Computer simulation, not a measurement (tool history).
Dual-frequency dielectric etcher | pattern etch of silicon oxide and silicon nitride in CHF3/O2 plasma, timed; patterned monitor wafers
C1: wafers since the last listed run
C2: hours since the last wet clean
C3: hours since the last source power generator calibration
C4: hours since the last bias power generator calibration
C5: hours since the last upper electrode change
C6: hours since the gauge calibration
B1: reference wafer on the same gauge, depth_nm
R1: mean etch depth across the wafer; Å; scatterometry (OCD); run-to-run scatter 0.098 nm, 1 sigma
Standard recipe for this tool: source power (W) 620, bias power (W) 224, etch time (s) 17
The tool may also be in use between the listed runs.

run 1 hour=0 | source_power_(W)=530 bias_power_(W)=224 etch_time_(s)=17 | C1=0 C2=426.6 C3=3681.3 C4=2607.3 C5=1255.5 C6=1997 | B1=29.76 | R1=262.1
run 2 hour=70.7 | source_power_(W)=530 bias_power_(W)=224 etch_time_(s)=17 | C1=977 C2=497.3 C3=3752 C4=2678 C5=1326.2 C6=2067.7 | B1=29.72 | R1=260.7
run 3 hour=121.4 | source_power_(W)=530 bias_power_(W)=224 etch_time_(s)=17 | C1=700 C2=548 C3=3802.7 C4=2728.7 C5=1376.9 C6=2118.4 | B1=29.72 | R1=262
-- hour=166.9 wet clean of the chamber
run 4 hour=189.3 | source_power_(W)=620 bias_power_(W)=224 etch_time_(s)=17 | C1=606 C2=22.4 C3=3870.6 C4=2796.6 C5=1444.8 C6=2186.3 | B1=29.7 | R1=273
run 5 hour=291.4 | source_power_(W)=620 bias_power_(W)=224 etch_time_(s)=17 | C1=1411 C2=124.5 C3=3972.7 C4=2898.7 C5=1546.9 C6=2288.4 | B1=29.72 | R1=274.3
run 6 hour=361.3 | source_power_(W)=620 bias_power_(W)=207 etch_time_(s)=17 | C1=966 C2=194.4 C3=4042.6 C4=2968.6 C5=1616.8 C6=2358.3 | B1=29.71 | R1=269.5
run 7 hour=443.6 | source_power_(W)=620 bias_power_(W)=207 etch_time_(s)=17 | C1=1137 C2=276.7 C3=4124.9 C4=3050.9 C5=1699.1 C6=2440.6 | B1=29.74 | R1=271.1
run 8 hour=507.2 | source_power_(W)=620 bias_power_(W)=207 etch_time_(s)=17 | C1=879 C2=340.3 C3=4188.5 C4=3114.5 C5=1762.7 C6=2504.2 | B1=29.72 | R1=271.4
run 9 hour=567 | source_power_(W)=700 bias_power_(W)=224 etch_time_(s)=17 | C1=826 C2=400.1 C3=4248.3 C4=3174.3 C5=1822.5 C6=2564 | B1=29.72 | R1=289.3
run 10 hour=630.4 | source_power_(W)=700 bias_power_(W)=224 etch_time_(s)=17 | C1=876 C2=463.5 C3=4311.7 C4=3237.7 C5=1885.9 C6=2627.4 | B1=29.69 | R1=291.7
-- hour=676 gauge calibrated
-- hour=682 source power generator calibrated
-- hour=718.9 bias power generator calibrated
run 11 hour=719.4 | source_power_(W)=620 bias_power_(W)=195 etch_time_(s)=18 | C1=1119 C2=552.5 C3=37.4 C4=0.5 C5=1974.9 C6=43.4 | B1=29.72 | R1=287.4
-- hour=769.7 wet clean of the chamber
run 12 hour=790.5 | source_power_(W)=620 bias_power_(W)=197 etch_time_(s)=17 | C1=651 C2=20.8 C3=108.5 C4=71.6 C5=2046 C6=114.5 | B1=29.69 | R1=265.4
run 13 hour=877 | source_power_(W)=500 bias_power_(W)=264 etch_time_(s)=22 | C1=1195 C2=107.3 C3=195 C4=158.1 C5=2132.5 C6=201 | B1=29.66 | R1=337.6
run 14 hour=1075.7 | source_power_(W)=620 bias_power_(W)=224 etch_time_(s)=19.5 | C1=2746 C2=306 C3=393.7 C4=356.8 C5=2331.2 C6=399.7 | B1=29.65 | R1=314.8
run 15 hour=1181.2 | source_power_(W)=620 bias_power_(W)=276 etch_time_(s)=15.5 | C1=1458 C2=411.5 C3=499.2 C4=462.3 C5=2436.7 C6=505.2 | B1=29.7 | R1=264.9

Run 16 has not been measured yet. What should we expect?
run 16 hour=1252.9 | source_power_(W)=550 bias_power_(W)=207 etch_time_(s)=15.5 | C1=991 C2=483.2 C3=570.9 C4=534 C5=2508.4 C6=576.9 | B1=? | R1=?

{"run 16": {"B1": 29.7, "R1": 237.1}}
On a tool with no hidden condition, and with the same random variation, this run would have come out at R1 233.7 Å.
